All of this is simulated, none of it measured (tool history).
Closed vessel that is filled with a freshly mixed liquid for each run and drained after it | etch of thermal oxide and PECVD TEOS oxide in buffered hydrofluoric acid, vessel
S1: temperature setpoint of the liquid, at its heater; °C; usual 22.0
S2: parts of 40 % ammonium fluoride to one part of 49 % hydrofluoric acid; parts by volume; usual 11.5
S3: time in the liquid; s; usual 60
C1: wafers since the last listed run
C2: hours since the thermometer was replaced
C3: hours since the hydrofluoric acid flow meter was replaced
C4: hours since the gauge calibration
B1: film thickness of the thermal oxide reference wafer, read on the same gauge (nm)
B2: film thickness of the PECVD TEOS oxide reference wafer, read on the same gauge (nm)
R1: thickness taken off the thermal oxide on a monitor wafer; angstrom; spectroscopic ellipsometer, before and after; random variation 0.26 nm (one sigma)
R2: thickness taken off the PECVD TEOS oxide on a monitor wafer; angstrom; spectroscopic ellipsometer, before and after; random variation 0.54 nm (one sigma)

run   hour    S1    S2  S3    C1      C2     C3     C4      B1     B2     R1      R2
  1    0.0  23.5  11.5  70     0  1938.1   46.0  337.8  139.98  30.01  619.3  1653.7
  2   12.2  23.5  11.5  70  1351  1950.3   58.2  350.0  140.01  30.00  608.4  1661.9
  3   35.4  23.5  11.5  70  2570  1973.5   81.4  373.2  140.00  30.00  610.9  1643.9
  4   48.0  22.0   8.0  60  1396  1986.1   94.0  385.8  140.03  30.00  683.1  1809.7
  5   60.8  22.0  11.5  60  1418  1998.9  106.8  398.6  139.97  30.00  485.8  1302.7
  6   82.5  22.0  11.5  60  2404  2020.6  128.5  420.3  139.97  30.01  485.9  1302.1
  7  117.8  22.0  11.5  60  3911  2055.9  163.8  455.6  140.03  29.99  484.5  1294.6
  8  137.7  25.5   8.5  40  2205  2075.8  183.7  475.5  140.01  30.01  507.5  1365.4
  9  162.8  18.0  11.5  45  2781  2100.9  208.8  500.6  140.01  30.00  290.7   770.2
 10  178.2  24.5   7.5  40  1706  2116.3  224.2  516.0  139.94  29.99  550.9  1471.0
 11  208.1  20.0  11.5  30  3313  2146.2  254.1  545.9  140.04  30.00  215.8   575.4
 12  226.4  22.0   9.5  95  2027  2164.5  272.4  564.2  140.03  30.00  905.1  2419.3
 13  244.2  23.5   8.5  30  1972  2182.3  290.2  582.0  139.98  29.98  343.1   911.5
 14  262.4  27.0  14.5  85  2016  2200.5  308.4  600.2  139.96  29.99  716.4  1917.4
     290.8  -- gauge calibrated
 15  297.1  24.0  14.5  60  3845  2235.2  343.1    6.3  140.00  29.99  428.2  1146.1
     312.4  -- thermometer replaced
 16  318.9  24.5  13.0  40  2304     6.5  364.9   28.1  139.96  30.00  352.9   934.3
 17  346.9  22.0  11.5  60  3102    34.5  392.9   56.1  139.98  30.01  516.0  1387.0
 18  364.5  22.0   9.0  85  1950    52.1  410.5   73.7  140.02  30.01  895.5  2390.3
 19  383.9  22.0  11.5  60  2149    71.5  429.9   93.1  140.02  30.01  519.6  1390.9
 20  406.2  20.0   7.5  85  2471    93.8  452.2  115.4  140.03  29.99  980.1  2616.7
 21  431.4  20.5   9.5  60  2792   119.0  477.4  140.6  140.01  30.01  563.6  1502.8

The next listed run, before its measurement:
 22  455.1  26.0  15.5  50  2626  142.7  501.1  164.3   ?   ?   ?   ?

B1: 140.03
B2: 30.00
R1: 395.8 angstrom
R2: 1065.0 angstrom
Without the tool's hidden state the same run would have given R1 399.7 angstrom, R2 1075.4 angstrom.
